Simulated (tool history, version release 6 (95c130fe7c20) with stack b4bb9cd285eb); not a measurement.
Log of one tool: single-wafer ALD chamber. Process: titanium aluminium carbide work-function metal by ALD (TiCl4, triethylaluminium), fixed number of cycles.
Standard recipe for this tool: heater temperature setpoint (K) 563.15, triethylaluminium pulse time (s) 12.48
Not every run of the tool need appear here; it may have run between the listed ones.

| run | hour | heater temperature setpoint (K) | triethylaluminium pulse time (s) | wafers since the last listed run | hours since the last thermocouple change | hours since the last triethylaluminium bottle change | hours since the showerhead was replaced | hours since the gauge calibration | read-back reference wafer on the same gauge, thickness_nm | mean film thickness on the monitor wafer (nm) |
|---|---|---|---|---|---|---|---|---|---|---|
| 1 | 0.0 | 558.15 | 12.48 | 0 | 2420.7 | 1487.2 | 5578.6 | 244.4 | 2.389 | 2.003 |
| 2 | 17.1 | 558.15 | 12.48 | 160 | 2437.8 | 1504.3 | 5595.7 | 261.5 | 2.389 | 1.992 |
| 3 | 51.5 | 558.15 | 12.48 | 322 | 2472.2 | 1538.7 | 5630.1 | 295.9 | 2.389 | 1.992 |
| 4 | 74.2 | 563.15 | 12.48 | 212 | 2494.9 | 1561.4 | 5652.8 | 318.6 | 2.391 | 2.037 |
| 5 | 87.2 | 573.15 | 12.48 | 121 | 2507.9 | 1574.4 | 5665.8 | 331.6 | 2.390 | 2.112 |
| 6 | 109.4 | 573.15 | 12.48 | 207 | 2530.1 | 1596.6 | 5688.0 | 353.8 | 2.390 | 2.111 |
| 7 | 124.1 | 563.15 | 12.48 | 137 | 2544.8 | 1611.3 | 5702.7 | 368.5 | 2.389 | 2.027 |
| 8 | 139.1 | 563.15 | 12.48 | 140 | 2559.8 | 1626.3 | 5717.7 | 383.5 | 2.391 | 2.027 |
|  | 158.8 | gauge calibrated |
|  | 161.6 | thermocouple changed; heater temperature recalibrated |
| 9 | 173.6 | 568.15 | 10.60 | 248 | 12.0 | 1660.8 | 5752.2 | 14.8 | 2.390 | 1.977 |
| 10 | 195.1 | 568.15 | 10.60 | 201 | 33.5 | 1682.3 | 5773.7 | 36.3 | 2.390 | 1.978 |
| 11 | 215.6 | 563.15 | 12.48 | 192 | 54.0 | 1702.8 | 5794.2 | 56.8 | 2.390 | 2.011 |
| 12 | 241.1 | 571.15 | 15.56 | 238 | 79.5 | 1728.3 | 5819.7 | 82.3 | 2.389 | 2.142 |
| 13 | 264.5 | 559.15 | 8.73 | 219 | 102.9 | 1751.7 | 5843.1 | 105.7 | 2.392 | 1.748 |
|  | 281.8 | triethylaluminium bottle replaced |
| 14 | 288.2 | 568.15 | 9.47 | 147 | 126.6 | 6.4 | 5866.8 | 129.4 | 2.390 | 1.550 |
|  | 299.3 | showerhead replaced |
| 15 | 311.7 | 572.15 | 8.13 | 145 | 150.1 | 29.9 | 12.4 | 152.9 | 2.392 | 1.389 |

Predict the results of run 16:
| 16 | 342.3 | 563.15 | 12.48 | 286 | 180.7 | 60.5 | 43.0 | 183.5 | ? | ? |

{"run 16": {"read-back reference wafer on the same gauge, thickness_nm": 2.391, "mean film thickness on the monitor wafer (nm)": 1.763}}
With no hidden state in the tool, this same run would have given mean film thickness on the monitor wafer (nm) 2.090.
